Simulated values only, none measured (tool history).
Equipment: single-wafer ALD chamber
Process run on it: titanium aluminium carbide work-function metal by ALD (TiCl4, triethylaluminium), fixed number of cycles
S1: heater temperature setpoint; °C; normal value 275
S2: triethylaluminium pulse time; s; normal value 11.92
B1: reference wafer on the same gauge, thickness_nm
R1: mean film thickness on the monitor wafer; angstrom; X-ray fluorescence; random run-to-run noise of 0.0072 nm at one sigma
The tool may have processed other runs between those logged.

run	hour	S1	S2	B1	R1
1	0	275	14.04	1.965	18.61
2	78.1	275	14.04	1.969	18.64
3	155.1	275	11.92	1.97	18.31
4	239.2	275	11.92	1.969	18.04
5	338.1	275	11.92	1.97	17.97
6	376.3	275	11.92	1.968	18.02
7	513.5	275	11.92	1.973	17.78
8	598.1	275	11.92	1.972	17.63
9	656.8	275	11.92	1.967	17.68
10	742.3	275	11.92	1.968	17.63
# hour 789.9: gauge calibrated
11	844.6	275	11.92	1.969	17.59
12	941	275	11.92	1.972	17.44
13	1056	275	11.92	1.969	17.5
14	1096.9	275	11.92	1.97	17.55
# hour 1132.2: triethylaluminium bottle replaced
15	1420.8	284	16.1	1.969	16.71
16	1462.6	288	9.76	1.971	10.89
17	1520.6	266	8.89	1.968	8.15
18	1577.1	288	8.89	1.968	8.61
19	1614.3	288	11.92	1.966	12.34
# hour 1654: triethylaluminium bottle replaced, repeated, since the last time left the tool worse
20	1680.7	275	11.92	1.974	18.38
21	1774.2	275	13.15	1.971	18.46
22	1841.2	275	11.92	1.97	18.26
# hour 1875.2: thermocouple changed; heater temperature recalibrated
23	1877.6	285	13.37	1.974	19.35
24	1977.5	275	11.92	1.971	18.01
# hour 2050.1: showerhead replaced
25	2082.7	281	9.98	1.972	17.38
26	2179	275	11.92	1.967	17.88
27	2263.5	267	16.21	1.972	17.91
28	2348.2	275	11.92	1.97	17.79
29	2504.6	275	8.45	1.971	14.44
30	2587.5	266	10.36	1.969	16.04
# hour 2657.3: triethylaluminium bottle replaced
31	2688	275	7.3	1.972	13.98
32	2760.4	267	15.49	1.974	18.06

Alternative continuations, all from the tool just after run 32; predict every row:
A	2760.8	275	7.26	?	?
B	2760.8	283	8.79	?	?
C	2760.8	275	7.36	?	?
D	2760.8	285	16.45	?	?

run	B1	R1
A	1.971	13.28
B	1.971	16.9
C	1.971	13.56
D	1.971	19.52
Had the tool no hidden state, the same runs would have come out as:
run	R1
A	13.95
B	17.39
C	14.22
D	19.54

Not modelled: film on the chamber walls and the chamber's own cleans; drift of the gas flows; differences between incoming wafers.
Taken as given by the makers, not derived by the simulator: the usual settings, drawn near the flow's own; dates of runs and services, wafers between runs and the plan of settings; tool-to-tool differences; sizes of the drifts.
